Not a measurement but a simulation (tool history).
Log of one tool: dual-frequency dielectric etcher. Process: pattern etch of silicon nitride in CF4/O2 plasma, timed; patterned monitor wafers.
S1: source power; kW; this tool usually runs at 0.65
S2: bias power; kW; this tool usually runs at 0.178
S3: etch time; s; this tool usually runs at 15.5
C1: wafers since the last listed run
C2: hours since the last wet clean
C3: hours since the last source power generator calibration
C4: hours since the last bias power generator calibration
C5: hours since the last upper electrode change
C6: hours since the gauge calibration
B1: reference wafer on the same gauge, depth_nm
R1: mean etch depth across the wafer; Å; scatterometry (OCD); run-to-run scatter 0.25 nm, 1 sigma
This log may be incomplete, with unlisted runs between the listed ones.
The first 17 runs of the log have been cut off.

run     day    S1     S2    S3   C1     C2      C3     C4     C5     C6     B1     R1
 18  10.267   0.7  0.157    19  278   20.3  4390.9   25.8  280.5   47.4  47.09    497
 19  10.867  0.65  0.195  15.5  272   34.7  4405.3   40.2  294.9   61.8  47.23  431.6
     11.171  -- source power generator calibrated
 20  11.229  0.65  0.178  15.5   89   43.4     1.4   48.9  303.6   70.5  47.11  412.4
 21  11.671  0.65  0.178    11  200     54      12   59.5  314.2   81.1  47.12  291.6
 22  12.158  0.65  0.178  15.5  221   65.7    23.7   71.2  325.9   92.8  47.13  408.7
 23  12.492  0.65  0.208  16.5  151   73.7    31.7   79.2  333.9  100.8  47.29  473.3
 24  12.983  0.65  0.178    18  223   85.5    43.5     91  345.7  112.6   47.2  472.4
 25   13.55  0.59  0.165  15.5  257   99.1    57.1  104.6  359.3  126.2   47.1  374.6
 26  13.867  0.65  0.178  15.5  144  106.7    64.7  112.2  366.9  133.8   47.2  415.5
 27  14.425  0.65  0.178  11.5  253  120.1    78.1  125.6  380.3  147.2  47.03  305.7
 28   15.05  0.58  0.142  18.5  284  135.1    93.1  140.6  395.3  162.2  47.21  418.9
 29  15.462  0.65  0.178  15.5  187    145     103  150.5  405.2  172.1   47.2  408.6
 30   16.15  0.65  0.178  15.5  312  161.5   119.5    167  421.7  188.6  47.25  411.2
 31  16.446  0.77  0.145    19  134  168.6   126.6  174.1  428.8  195.7  47.22    502

Alternative continuations, all from the tool just after run 31; predict every row:
  A  16.462  0.65  0.178  15.5   7  169  127  174.5  429.2  196.1   ?   ?
  B  16.462   0.8  0.192  15.5   7  169  127  174.5  429.2  196.1   ?   ?
  C  16.462  0.65  0.148    19   7  169  127  174.5  429.2  196.1   ?   ?

run     B1     R1
  A  47.07  410.9
  B  47.07  477.6
  C  47.07  461.8
Had the tool no hidden state, the same runs would have come out as:
run     R1
  A  410.9
  B  477.6
  C  461.8

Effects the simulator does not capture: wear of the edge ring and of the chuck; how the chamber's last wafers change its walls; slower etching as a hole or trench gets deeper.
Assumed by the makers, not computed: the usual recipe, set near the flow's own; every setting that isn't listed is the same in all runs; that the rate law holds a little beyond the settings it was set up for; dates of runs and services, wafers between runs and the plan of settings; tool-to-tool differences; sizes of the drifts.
